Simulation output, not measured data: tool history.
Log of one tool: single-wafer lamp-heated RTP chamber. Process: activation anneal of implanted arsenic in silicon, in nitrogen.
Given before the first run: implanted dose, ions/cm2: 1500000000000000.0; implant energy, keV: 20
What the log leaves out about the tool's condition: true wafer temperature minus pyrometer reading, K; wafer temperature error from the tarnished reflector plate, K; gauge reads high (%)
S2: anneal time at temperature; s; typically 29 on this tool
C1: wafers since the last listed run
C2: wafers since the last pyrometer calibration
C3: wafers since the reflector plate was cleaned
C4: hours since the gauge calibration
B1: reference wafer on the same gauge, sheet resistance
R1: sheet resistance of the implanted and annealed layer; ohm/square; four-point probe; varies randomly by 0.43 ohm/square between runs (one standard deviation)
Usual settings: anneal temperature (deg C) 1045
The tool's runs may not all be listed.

Run 1, hour 0: usual settings; C1 0; C2 2458; C3 64; C4 274.8; B1 77.56. Result: R1 93.37 ohm/square.
Run 2, hour 67.7: usual settings; C1 962; C2 3420; C3 1027; C4 342.5; B1 77.56. Result: R1 92.93 ohm/square.
Run 3, hour 98.6: usual settings; C1 439; C2 3859; C3 1466; C4 373.4; B1 77.6. Result: R1 92.3 ohm/square.
Run 4, hour 141.3: usual settings but S2 19 s; C1 606; C2 4466; C3 2073; C4 416.1; B1 77.48. Result: R1 97.91 ohm/square.
Run 5, hour 192: usual settings but S2 19 s; C1 720; C2 5187; C3 2794; C4 466.8; B1 77.58. Result: R1 97.54 ohm/square.
At hour 205.7: pyrometer window cleaned and pyrometer calibrated.
Run 6, hour 223.9: usual settings but S2 19 s; C1 339; C2 258; C3 3133; C4 498.7; B1 77.46. Result: R1 98.34 ohm/square.
At hour 236.4: gauge calibrated.
Run 7, hour 279.3: usual settings; C1 787; C2 1045; C3 3921; C4 42.9; B1 77.66. Result: R1 92.41 ohm/square.
Run 8, hour 347.7: usual settings but anneal temperature (deg C) 1055; C1 972; C2 2018; C3 4893; C4 111.3; B1 77.56. Result: R1 88.79 ohm/square.
At hour 372.1: reflector plate cleaned.
Run 9, hour 392: usual settings but S2 13 s; C1 516; C2 2534; C3 283; C4 155.6; B1 77.58. Result: R1 104.16 ohm/square.
Run 10, hour 422.6: usual settings but anneal temperature (deg C) 1021, S2 39 s; C1 434; C2 2969; C3 718; C4 186.2; B1 77.6. Result: R1 96.34 ohm/square.
Run 11, hour 487.5: usual settings but S2 21 s; C1 922; C2 3891; C3 1640; C4 251.1; B1 77.58. Result: R1 97.06 ohm/square.

Run 12 has not been measured yet. What should we expect?
Run 12, hour 527.8: usual settings but anneal temperature (deg C) 1057, S2 16 s; C1 572; C2 4464; C3 2213; C4 291.4; B1 ?. Result: R1 ?.

Run 12 measured B1 77.68, R1 95.42 ohm/square.
With no hidden state in the tool, this same run would have given R1 98.83 ohm/square.
